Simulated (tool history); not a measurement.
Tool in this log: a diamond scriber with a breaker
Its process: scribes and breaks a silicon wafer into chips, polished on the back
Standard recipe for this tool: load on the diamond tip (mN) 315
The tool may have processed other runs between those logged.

run     day  load on the diamond tip (mN)  incoming depth of the damage left on the back of the incoming wafer, um  depth of the median crack under the scribed line (nm)  chips rejected at inspection after the break (%)
  1   0.000                           315                                                                     0.03                                                  11130                                              1.41
  2   0.283                           315                                                                     0.05                                                  10960                                              1.11
  3   0.550                           315                                                                     0.02                                                  10910                                              1.30
  4   1.267                           315                                                                     0.03                                                  10820                                              1.41
  5   1.821                           368                                                                     0.01                                                  13090                                              4.68
  6   2.312                           341                                                                     0.04                                                  11960                                              2.04
  7   2.612                           385                                                                     0.05                                                  13080                                              6.92
  8   2.933                           385                                                                     0.03                                                  13540                                              6.83
  9   3.192                           315                                                                     0.02                                                  10950                                              1.35
 10   3.721                           315                                                                     0.03                                                  10930                                              1.29
 11   4.421                           315                                                                     0.03                                                  10990                                              1.21
 12   4.821                           315                                                                     0.02                                                  10690                                              1.24
 13   5.471                           315                                                                     0.03                                                  10980                                              1.33
 14   5.854                           315                                                                     0.04                                                  11190                                              1.29
 15   6.317                           315                                                                     0.03                                                  10860                                              1.28
 16   6.588                           283                                                                     0.02                                                  10030                                              3.01
 17   7.150                           315                                                                     0.02                                                  11240                                              1.23
 18   7.492                           315                                                                     0.01                                                  10800                                              1.41
 19   8.004                           263                                                                     0.05                                                   9200                                              6.23
 20   8.321                           373                                                                     0.01                                                  13120                                              4.73
 21   8.688                           270                                                                     0.03                                                   9120                                              5.39
 22   9.129                           315                                                                     0.02                                                  11010                                              1.32
 23   9.779                           371                                                                     0.04                                                  13050                                              5.04
 24  10.367                           375                                                                     0.04                                                  13200                                              5.39
 25  11.000                           243                                                                     0.02                                                   8280                                             12.42
 26  11.383                           315                                                                     0.02                                                  10650                                              1.26
 27  12.021                           355                                                                     0.05                                                  12380                                              3.20
 28  12.388                           315                                                                     0.03                                                  11050                                              1.22
 29  12.650                           403                                                                     0.03                                                  14250                                              8.82
 30  13.288                           353                                                                     0.03                                                  12550                                              2.88
 31  13.962                           244                                                                     0.04                                                   8450                                             12.09
 32  14.350                           256                                                                     0.02                                                   8740                                              8.60
 33  15.054                           257                                                                     0.02                                                   9060                                              8.99
 34  15.992                           264                                                                     0.03                                                   9170                                              6.20
 35  17.542                           408                                                                     0.02                                                  13790                                             10.41
 36  17.925                           384                                                                     0.01                                                  13290                                              6.93

Between the runs listed above, the log contained 2 entries, not reproduced here. Where in the sequence does each belong, and how does what the log doesn't record of the tool's condition differ from the listed run before to the listed run after?
In the gap between runs 16 and 17: diamond tip replaced by a new one (day 7.117)
  the hidden state is the same at both runs
In the gap between runs 21 and 22: load on the tip recalibrated (day 8.883)
  the hidden state is the same at both runs

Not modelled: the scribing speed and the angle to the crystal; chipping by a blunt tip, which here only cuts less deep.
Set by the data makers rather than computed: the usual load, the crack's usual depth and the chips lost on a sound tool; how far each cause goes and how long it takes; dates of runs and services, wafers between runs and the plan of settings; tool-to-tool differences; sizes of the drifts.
